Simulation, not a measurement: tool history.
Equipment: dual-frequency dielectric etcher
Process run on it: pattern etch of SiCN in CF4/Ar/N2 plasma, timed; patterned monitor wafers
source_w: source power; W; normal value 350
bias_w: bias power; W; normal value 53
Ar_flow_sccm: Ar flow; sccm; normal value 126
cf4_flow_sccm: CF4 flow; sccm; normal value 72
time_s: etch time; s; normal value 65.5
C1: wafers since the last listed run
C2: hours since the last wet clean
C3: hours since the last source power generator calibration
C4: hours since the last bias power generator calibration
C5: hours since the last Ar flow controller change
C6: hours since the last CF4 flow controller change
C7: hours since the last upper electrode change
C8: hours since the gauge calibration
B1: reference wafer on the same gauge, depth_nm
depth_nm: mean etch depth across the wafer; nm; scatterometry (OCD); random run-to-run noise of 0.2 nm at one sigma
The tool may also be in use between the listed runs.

Run 1, hour 0: usual settings; C1 0; C2 307.5; C3 3540.2; C4 2739.3; C5 2525.4; C6 1866.3; C7 2507.7; C8 127.9; B1 33.8. Result: depth_nm 37.09 nm.
Run 2, hour 6.6: usual settings; C1 42; C2 314.1; C3 3546.8; C4 2745.9; C5 2532; C6 1872.9; C7 2514.3; C8 134.5; B1 33.74. Result: depth_nm 37.13 nm.
Run 3, hour 22.5: usual settings; C1 102; C2 330; C3 3562.7; C4 2761.8; C5 2547.9; C6 1888.8; C7 2530.2; C8 150.4; B1 33.85. Result: depth_nm 37.03 nm.
Run 4, hour 34.7: usual settings; C1 78; C2 342.2; C3 3574.9; C4 2774; C5 2560.1; C6 1901; C7 2542.4; C8 162.6; B1 33.73. Result: depth_nm 36.97 nm.
At hour 69: upper electrode replaced, of another model than before.
Run 5, hour 69.5: usual settings but bias_w 61 W; C1 69; C2 377; C3 3609.7; C4 2808.8; C5 2594.9; C6 1935.8; C7 0.5; C8 197.4; B1 33.83. Result: depth_nm 37.85 nm.
Run 6, hour 69.8: usual settings; C1 1; C2 377.3; C3 3610; C4 2809.1; C5 2595.2; C6 1936.1; C7 0.8; C8 197.7; B1 33.86. Result: depth_nm 37.13 nm.
Run 7, hour 75.6: usual settings; C1 37; C2 383.1; C3 3615.8; C4 2814.9; C5 2601; C6 1941.9; C7 6.6; C8 203.5; B1 33.82. Result: depth_nm 36.79 nm.
Run 8, hour 89: usual settings; C1 86; C2 396.5; C3 3629.2; C4 2828.3; C5 2614.4; C6 1955.3; C7 20; C8 216.9; B1 33.77. Result: depth_nm 36.97 nm.
At hour 100.2: CF4 flow controller replaced.
At hour 116.6: gauge calibrated.
At hour 119.1: wet clean of the chamber.
Run 9, hour 119.6: usual settings; C1 36; C2 0.5; C3 3659.8; C4 2858.9; C5 2645; C6 19.4; C7 50.6; C8 3; B1 33.81. Result: depth_nm 38.9 nm.
Run 10, hour 120: usual settings but source_w 380 W; C1 2; C2 0.9; C3 3660.2; C4 2859.3; C5 2645.4; C6 19.8; C7 51; C8 3.4; B1 33.77. Result: depth_nm 41.58 nm.
Run 11, hour 120.3: usual settings; C1 1; C2 1.2; C3 3660.5; C4 2859.6; C5 2645.7; C6 20.1; C7 51.3; C8 3.7; B1 33.78. Result: depth_nm 38.45 nm.
Run 12, hour 130.5: usual settings but source_w 410 W; C1 65; C2 11.4; C3 3670.7; C4 2869.8; C5 2655.9; C6 30.3; C7 61.5; C8 13.9; B1 33.81. Result: depth_nm 43.74 nm.
At hour 136.4: bias power generator calibrated.
At hour 139.7: source power generator calibrated.
Run 13, hour 145.1: usual settings but bias_w 41 W, Ar_flow_sccm 147 sccm, cf4_flow_sccm 63 sccm, time_s 71 s; C1 47; C2 26; C3 5.4; C4 8.7; C5 2670.5; C6 44.9; C7 76.1; C8 28.5; B1 33.81. Result: depth_nm 37.29 nm.
Run 14, hour 166.6: usual settings but cf4_flow_sccm 60 sccm, time_s 85 s; C1 138; C2 47.5; C3 26.9; C4 30.2; C5 2692; C6 66.4; C7 97.6; C8 50; B1 33.73. Result: depth_nm 48.76 nm.
At hour 179.4: Ar flow controller replaced.
Run 15, hour 179.9: usual settings; C1 47; C2 60.8; C3 40.2; C4 43.5; C5 0.5; C6 79.7; C7 110.9; C8 63.3; B1 33.78. Result: depth_nm 38.3 nm.
Run 16, hour 185.7: usual settings but bias_w 46 W, Ar_flow_sccm 108 sccm, cf4_flow_sccm 64 sccm, time_s 73 s; C1 37; C2 66.6; C3 46; C4 49.3; C5 6.3; C6 85.5; C7 116.7; C8 69.1; B1 33.81. Result: depth_nm 41.83 nm.
Run 17, hour 194.4: usual settings but source_w 270 W; C1 56; C2 75.3; C3 54.7; C4 58; C5 15; C6 94.2; C7 125.4; C8 77.8; B1 33.8. Result: depth_nm 31.23 nm.

Expected results for the next run?
Run 18, hour 203.9: usual settings; C1 61; C2 84.8; C3 64.2; C4 67.5; C5 24.5; C6 103.7; C7 134.9; C8 87.3; B1 ?. Result: depth_nm ?.

{"run 18": {"B1": 33.81, "depth_nm": 38.47}}
With the hidden condition absent and the run-to-run variation left alone, this run would have shown depth_nm 38.74 nm.
